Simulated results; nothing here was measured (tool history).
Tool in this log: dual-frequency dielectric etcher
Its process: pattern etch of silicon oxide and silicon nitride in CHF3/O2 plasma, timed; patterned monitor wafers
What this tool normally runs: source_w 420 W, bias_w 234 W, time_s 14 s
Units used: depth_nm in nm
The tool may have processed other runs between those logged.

run,hour,source_w,bias_w,time_s,wafers since the last listed run,hours since the last wet clean,hours since the last source power generator calibration,hours since the last bias power generator calibration,hours since the last upper electrode change,hours since the gauge calibration,"read-back reference wafer on the same gauge, depth_nm",depth_nm
1,0,380,234,14,0,424.4,3200.5,1859.4,2739.7,831.8,19.15,20.33
# hour 46: wet clean of the chamber
2,46.5,380,234,14,485,0.5,3247,1905.9,2786.2,878.3,19.21,20.37
3,72.2,420,234,14,554,26.2,3272.7,1931.6,2811.9,904,19.21,21.36
4,116,420,234,14,945,70,3316.5,1975.4,2855.7,947.8,19.27,21.44
5,168.8,420,234,14,1139,122.8,3369.3,2028.2,2908.5,1000.6,19.28,21.48
6,212.3,420,273,14,938,166.3,3412.8,2071.7,2952,1044.1,19.33,23.49
7,427.4,420,273,14,4641,381.4,3627.9,2286.8,3167.1,1259.2,19.48,23.31
# hour 464: wet clean of the chamber
8,464.5,420,234,14,282,0.5,3665,2323.9,3204.2,1296.3,19.51,21.61
# hour 504.1: gauge calibrated
9,506.6,440,234,11.5,908,42.6,3707.1,2366,3246.3,2.5,18.7,17.1
10,539.8,420,234,14,716,75.8,3740.3,2399.2,3279.5,35.7,18.71,20.65
11,624.6,460,234,14,1829,160.6,3825.1,2484,3364.3,120.5,18.78,21.38
12,656.7,460,234,14,692,192.7,3857.2,2516.1,3396.4,152.6,18.8,21.6
# hour 666.9: source power generator calibrated
13,691.1,460,234,14,655,227.1,24.2,2550.5,3430.8,187,18.8,21.44
14,718.8,420,234,14,597,254.8,51.9,2578.2,3458.5,214.7,18.82,20.87
15,772.4,420,234,14,1156,308.4,105.5,2631.8,3512.1,268.3,18.86,20.98
16,832.4,420,234,14,1294,368.4,165.5,2691.8,3572.1,328.3,18.91,20.87
17,885.9,460,234,14,1154,421.9,219,2745.3,3625.6,381.8,18.96,21.88
# hour 898.8: bias power generator calibrated
18,912.7,420,234,14,491,448.7,245.8,13.9,3652.4,408.6,18.99,20.92
# hour 976.6: wet clean of the chamber
# hour 993.6: upper electrode replaced
19,994.1,380,234,14,870,17.5,327.2,95.3,0.5,490,19.04,20.36
20,1025.8,420,198,11.5,684,49.2,358.9,127,32.2,521.7,19.08,15.68
21,1067.5,420,234,14,899,90.9,400.6,168.7,73.9,563.4,19.08,21.11
22,1110.9,360,234,14,936,134.3,444,212.1,117.3,606.8,19.13,19.87
23,1139.9,480,252,12.5,625,163.3,473,241.1,146.3,635.8,19.12,20.79
24,1178.8,420,184,15.5,839,202.2,511.9,280,185.2,674.7,19.19,20.55
25,1241,420,234,11,1342,264.4,574.1,342.2,247.4,736.9,19.23,16.75
26,1305.2,470,204,12.5,1385,328.6,638.3,406.4,311.6,801.1,19.26,18.44
27,1342.8,420,267,18,811,366.2,675.9,444,349.2,838.7,19.29,29.56
28,1409.1,420,234,11.5,1430,432.5,742.2,510.3,415.5,905,19.35,17.73

Results for each run, recomputed without the tool's hidden state and with each run's random variation untouched:
What the log doesn't record here: etch rate over this chamber's usual, %; source power that arrives over what is set, %; bias power that arrives over what is set, %; gauge reads high (%).
run,depth_nm
1,19.72
2,19.73
3,20.67
4,20.7
5,20.71
6,22.6
7,22.25
8,20.6
9,17.03
10,20.54
11,21.2
12,21.39
13,21.2
14,20.61
15,20.67
16,20.52
17,21.47
18,20.5
19,19.89
20,15.3
21,20.57
22,19.33
23,20.2
24,19.93
25,16.21
26,17.8
27,28.5
28,17.04
